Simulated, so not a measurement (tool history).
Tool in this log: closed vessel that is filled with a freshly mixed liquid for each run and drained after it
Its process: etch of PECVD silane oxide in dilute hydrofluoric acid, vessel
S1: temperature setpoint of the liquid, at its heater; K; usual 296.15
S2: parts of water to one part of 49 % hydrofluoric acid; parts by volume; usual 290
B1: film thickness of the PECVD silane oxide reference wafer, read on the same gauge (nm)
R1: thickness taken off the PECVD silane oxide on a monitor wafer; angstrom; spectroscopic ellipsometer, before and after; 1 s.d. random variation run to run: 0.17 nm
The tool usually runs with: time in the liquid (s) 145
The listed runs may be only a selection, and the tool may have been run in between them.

{"run": 1, "day": 0.0, "S1": 296.15, "S2": 290, "time in the liquid (s)": 110, "B1": 110.05, "R1": 151.8}
{"run": 2, "day": 1.917, "S1": 296.15, "S2": 290, "time in the liquid (s)": 110, "B1": 109.97, "R1": 153.4}
{"run": 3, "day": 3.892, "S1": 296.15, "S2": 290, "time in the liquid (s)": 145, "B1": 110.01, "R1": 201.9}
{"run": 4, "day": 5.671, "S1": 296.15, "S2": 290, "time in the liquid (s)": 145, "B1": 109.99, "R1": 205.0}
{"run": 5, "day": 7.833, "S1": 296.15, "S2": 290, "time in the liquid (s)": 145, "B1": 110.0, "R1": 203.9}
{"run": 6, "day": 10.558, "S1": 296.15, "S2": 290, "time in the liquid (s)": 170, "B1": 110.0, "R1": 238.2}
{"run": 7, "day": 11.558, "S1": 296.15, "S2": 290, "time in the liquid (s)": 170, "B1": 109.95, "R1": 240.4}
{"run": 8, "day": 14.038, "S1": 296.15, "S2": 395, "time in the liquid (s)": 180, "B1": 110.01, "R1": 169.4}
{"run": 9, "day": 15.496, "S1": 296.15, "S2": 395, "time in the liquid (s)": 180, "B1": 109.98, "R1": 172.8}
{"run": 10, "day": 18.25, "S1": 296.15, "S2": 395, "time in the liquid (s)": 180, "B1": 109.95, "R1": 174.4}
{"run": 11, "day": 19.854, "S1": 296.15, "S2": 290, "time in the liquid (s)": 145, "B1": 109.97, "R1": 206.7}
{"day": 20.258, "done": "thermometer replaced"}
{"run": 12, "day": 21.062, "S1": 296.15, "S2": 290, "time in the liquid (s)": 185, "B1": 110.0, "R1": 259.6}
{"run": 13, "day": 23.471, "S1": 296.15, "S2": 290, "time in the liquid (s)": 145, "B1": 110.01, "R1": 205.5}
{"day": 24.212, "done": "hydrofluoric acid flow meter replaced"}
{"run": 14, "day": 26.25, "S1": 297.65, "S2": 360, "time in the liquid (s)": 145, "B1": 109.96, "R1": 172.7}
{"run": 15, "day": 28.742, "S1": 299.15, "S2": 340, "time in the liquid (s)": 145, "B1": 110.0, "R1": 198.1}
{"run": 16, "day": 29.75, "S1": 292.15, "S2": 205, "time in the liquid (s)": 165, "B1": 110.0, "R1": 328.0}
{"run": 17, "day": 31.279, "S1": 296.15, "S2": 290, "time in the liquid (s)": 145, "B1": 110.0, "R1": 217.5}
{"run": 18, "day": 33.8, "S1": 293.65, "S2": 400, "time in the liquid (s)": 105, "B1": 110.03, "R1": 96.0}
{"day": 35.829, "done": "hydrofluoric acid flow meter replaced, repeated, since the last time left the tool worse"}
{"run": 19, "day": 36.262, "S1": 296.15, "S2": 290, "time in the liquid (s)": 145, "B1": 110.06, "R1": 195.5}
{"run": 20, "day": 37.833, "S1": 296.15, "S2": 290, "time in the liquid (s)": 110, "B1": 109.98, "R1": 150.9}
{"day": 39.583, "done": "gauge calibrated"}
{"run": 21, "day": 40.629, "S1": 296.15, "S2": 290, "time in the liquid (s)": 145, "B1": 110.02, "R1": 196.0}
{"run": 22, "day": 42.45, "S1": 300.65, "S2": 380, "time in the liquid (s)": 225, "B1": 110.06, "R1": 249.4}
{"run": 23, "day": 44.038, "S1": 296.15, "S2": 290, "time in the liquid (s)": 145, "B1": 110.0, "R1": 196.0}
{"run": 24, "day": 49.854, "S1": 296.15, "S2": 380, "time in the liquid (s)": 145, "B1": 109.99, "R1": 138.6}
{"run": 25, "day": 52.775, "S1": 296.15, "S2": 290, "time in the liquid (s)": 145, "B1": 110.02, "R1": 201.8}
{"run": 26, "day": 55.317, "S1": 296.15, "S2": 290, "time in the liquid (s)": 200, "B1": 109.98, "R1": 279.0}
{"run": 27, "day": 57.471, "S1": 296.15, "S2": 290, "time in the liquid (s)": 115, "B1": 110.04, "R1": 159.8}
{"run": 28, "day": 62.404, "S1": 296.15, "S2": 435, "time in the liquid (s)": 145, "B1": 110.03, "R1": 118.1}
{"run": 29, "day": 64.962, "S1": 296.15, "S2": 385, "time in the liquid (s)": 100, "B1": 110.03, "R1": 95.7}
{"run": 30, "day": 66.883, "S1": 298.65, "S2": 290, "time in the liquid (s)": 145, "B1": 109.93, "R1": 222.4}
{"run": 31, "day": 68.354, "S1": 296.15, "S2": 195, "time in the liquid (s)": 145, "B1": 109.96, "R1": 331.4}
{"run": 32, "day": 70.533, "S1": 301.15, "S2": 290, "time in the liquid (s)": 145, "B1": 110.0, "R1": 244.4}

What the log doesn't show, run by run:
liquid hotter than its thermometer reads (K): 0 across all the runs
gauge reads high (%): 0 across all the runs
H1: hydrofluoric acid flow above the setpoint (%)
run=1 H1=3.7
run=2 H1=3.9
run=3 H1=4.1
run=4 H1=4.29
run=5 H1=4.52
run=6 H1=4.8
run=7 H1=4.91
run=8 H1=5.16
run=9 H1=5.32
run=10 H1=5.61
run=11 H1=5.77
run=12 H1=5.9
run=13 H1=6.15
run=14 H1=10.8
run=15 H1=11.1
run=16 H1=11.2
run=17 H1=11.3
run=18 H1=11.6
run=19 H1=1.84
run=20 H1=2
run=21 H1=2.29
run=22 H1=2.48
run=23 H1=2.65
run=24 H1=3.26
run=25 H1=3.56
run=26 H1=3.83
run=27 H1=4.05
run=28 H1=4.57
run=29 H1=4.84
run=30 H1=5.04
run=31 H1=5.19
run=32 H1=5.42
